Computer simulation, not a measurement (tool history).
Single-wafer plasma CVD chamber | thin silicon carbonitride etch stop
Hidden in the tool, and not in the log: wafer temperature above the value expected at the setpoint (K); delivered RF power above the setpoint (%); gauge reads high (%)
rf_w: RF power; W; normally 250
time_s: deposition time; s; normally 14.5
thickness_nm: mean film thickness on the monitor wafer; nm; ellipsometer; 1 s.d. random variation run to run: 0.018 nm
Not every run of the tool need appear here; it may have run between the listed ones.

run   hour  rf_w  time_s  wafers since the last listed run  hours since the last thermocouple change  hours since the last RF generator calibration  hours since the showerhead was replaced  hours since the gauge calibration  read-back reference wafer on the same gauge, thickness_nm  thickness_nm
  1    0.0   250    14.5                                 0                                     862.5                                         1069.0                                   2452.4                              208.2                                                      7.761         8.592
  2   19.2   250    14.5                               569                                     881.7                                         1088.2                                   2471.6                              227.4                                                      7.761         8.602
  3   36.5   215    14.5                               513                                     899.0                                         1105.5                                   2488.9                              244.7                                                      7.760         8.325
  4   96.9   215    14.5                              1793                                     959.4                                         1165.9                                   2549.3                              305.1                                                      7.760         8.330
  5  124.7   215    14.5                               825                                     987.2                                         1193.7                                   2577.1                              332.9                                                      7.760         8.356
  6  159.0   250    14.5                              1018                                    1021.5                                         1228.0                                   2611.4                              367.2                                                      7.760         8.575
  7  235.0   250    14.5                              2256                                    1097.5                                         1304.0                                   2687.4                              443.2                                                      7.757         8.611
  8  248.5   250    14.5                               400                                    1111.0                                         1317.5                                   2700.9                              456.7                                                      7.759         8.609
  9  270.4   250    14.5                               650                                    1132.9                                         1339.4                                   2722.8                              478.6                                                      7.760         8.607
 10  291.7   250    14.5                               632                                    1154.2                                         1360.7                                   2744.1                              499.9                                                      7.758         8.589
 11  315.2   250    14.5                               697                                    1177.7                                         1384.2                                   2767.6                              523.4                                                      7.760         8.602
     342.1  -- gauge calibrated
 12  345.5   250    14.5                               899                                    1208.0                                         1414.5                                   2797.9                                3.4                                                      7.762         8.574
 13  368.6   250    14.5                               685                                    1231.1                                         1437.6                                   2821.0                               26.5                                                      7.758         8.608
 14  390.6   250    14.5                               653                                    1253.1                                         1459.6                                   2843.0                               48.5                                                      7.759         8.616
 15  409.4   250    14.5                               558                                    1271.9                                         1478.4                                   2861.8                               67.3                                                      7.758         8.593
 16  432.7   250    14.5                               691                                    1295.2                                         1501.7                                   2885.1                               90.6                                                      7.764         8.625
 17  447.7   295    14.5                               445                                    1310.2                                         1516.7                                   2900.1                              105.6                                                      7.759         8.932
     469.0  -- thermocouple changed; heater temperature recalibrated
 18  469.5   250    14.5                               409                                       0.5                                         1538.5                                   2921.9                              127.4                                                      7.760         8.574
 19  498.8   250    14.5                               869                                      29.8                                         1567.8                                   2951.2                              156.7                                                      7.757         8.608
     515.6  -- showerhead replaced
 20  531.4   250    14.5                               730                                      62.4                                         1600.4                                     15.8                              189.3                                                      7.762         8.563
 21  552.3   250    12.5                               620                                      83.3                                         1621.3                                     36.7                              210.2                                                      7.761         7.425
 22  570.3   280    14.5                               534                                     101.3                                         1639.3                                     54.7                              228.2                                                      7.760         8.763
 23  602.2   235    14.5                               947                                     133.2                                         1671.2                                     86.6                              260.1                                                      7.758         8.466
 24  635.8   270    14.5                               997                                     166.8                                         1704.8                                    120.2                              293.7                                                      7.759         8.729
     658.3  -- RF generator calibrated
 25  658.8   250    14.5                               445                                     189.8                                            0.5                                    143.2                              316.7                                                      7.761         8.631
 26  691.2   235    15.6                               961                                     222.2                                           32.9                                    175.6                              349.1                                                      7.760         9.122
 27  712.4   235    13.4                               629                                     243.4                                           54.1                                    196.8                              370.3                                                      7.758         7.833
 28  746.7   265    14.5                              1018                                     277.7                                           88.4                                    231.1                              404.6                                                      7.762         8.701
 29  762.4   250    14.5                               466                                     293.4                                          104.1                                    246.8                              420.3                                                      7.759         8.621
 30  788.7   285    12.9                               780                                     319.7                                          130.4                                    273.1                              446.6                                                      7.760         7.874
 31  805.1   295    17.1                               486                                     336.1                                          146.8                                    289.5                              463.0                                                      7.762        10.478
 32  829.4   250    14.5                               721                                     360.4                                          171.1                                    313.8                              487.3                                                      7.760         8.589

Alternative continuations, all from the tool just after run 32; predict every row:
  A  829.8   250    16.4                                11                                     360.8                                          171.5                                    314.2                              487.7                                                          ?             ?
  B  829.8   215    16.8                                11                                     360.8                                          171.5                                    314.2                              487.7                                                          ?             ?
  C  829.8   205    12.6                                11                                     360.8                                          171.5                                    314.2                              487.7                                                          ?             ?

run  read-back reference wafer on the same gauge, thickness_nm  thickness_nm
  A                                                      7.760         9.723
  B                                                      7.760         9.670
  C                                                      7.760         7.187
Without the tool's hidden state the same runs would have given:
run  thickness_nm
  A         9.723
  B         9.670
  C         7.187
